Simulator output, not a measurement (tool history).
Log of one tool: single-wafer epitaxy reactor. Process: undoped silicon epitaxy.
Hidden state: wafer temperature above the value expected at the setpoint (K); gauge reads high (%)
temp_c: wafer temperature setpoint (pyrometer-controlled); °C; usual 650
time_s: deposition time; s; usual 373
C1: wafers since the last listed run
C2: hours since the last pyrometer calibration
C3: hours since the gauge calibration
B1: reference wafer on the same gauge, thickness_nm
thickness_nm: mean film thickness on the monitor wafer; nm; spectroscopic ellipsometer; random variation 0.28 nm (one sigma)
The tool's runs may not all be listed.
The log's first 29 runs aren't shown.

-- hour=2164.9 pyrometer calibrated, repeated, since the last time left the tool worse
run 30 hour=2197.6 | temp_c=645 time_s=373 | C1=250 C2=32.7 C3=64.2 | B1=82.204 | thickness_nm=64.108
run 31 hour=2288.1 | temp_c=657 time_s=310 | C1=634 C2=123.2 C3=154.7 | B1=82.230 | thickness_nm=72.246
run 32 hour=2349.3 | temp_c=638 time_s=421 | C1=429 C2=184.4 C3=215.9 | B1=82.226 | thickness_nm=60.743
run 33 hour=2429.7 | temp_c=650 time_s=394 | C1=564 C2=264.8 C3=296.3 | B1=82.137 | thickness_nm=76.649
run 34 hour=2535.6 | temp_c=642 time_s=325 | C1=743 C2=370.7 C3=402.2 | B1=82.201 | thickness_nm=52.041
run 35 hour=2597.6 | temp_c=650 time_s=373 | C1=435 C2=432.7 C3=464.2 | B1=82.140 | thickness_nm=73.166
run 36 hour=2642.1 | temp_c=650 time_s=373 | C1=312 C2=477.2 C3=508.7 | B1=82.264 | thickness_nm=73.629
run 37 hour=2710.2 | temp_c=665 time_s=444 | C1=477 C2=545.3 C3=576.8 | B1=82.150 | thickness_nm=125.965
run 38 hour=2781.2 | temp_c=662 time_s=424 | C1=498 C2=616.3 C3=647.8 | B1=82.297 | thickness_nm=112.194

Forecast each of these 3 alternatives for the next run:
run A hour=2781.7 | temp_c=661 time_s=373 | C1=3 C2=616.8 C3=648.3 | B1=? | thickness_nm=?
run B hour=2781.7 | temp_c=650 time_s=337 | C1=3 C2=616.8 C3=648.3 | B1=? | thickness_nm=?
run C hour=2781.7 | temp_c=646 time_s=421 | C1=3 C2=616.8 C3=648.3 | B1=? | thickness_nm=?

run=A B1=82.218 thickness_nm=96.220
run=B B1=82.218 thickness_nm=66.420
run=C B1=82.218 thickness_nm=75.103
Without the tool's hidden state the same runs would have given:
run=A thickness_nm=94.766
run=B thickness_nm=65.389
run=C thickness_nm=73.925

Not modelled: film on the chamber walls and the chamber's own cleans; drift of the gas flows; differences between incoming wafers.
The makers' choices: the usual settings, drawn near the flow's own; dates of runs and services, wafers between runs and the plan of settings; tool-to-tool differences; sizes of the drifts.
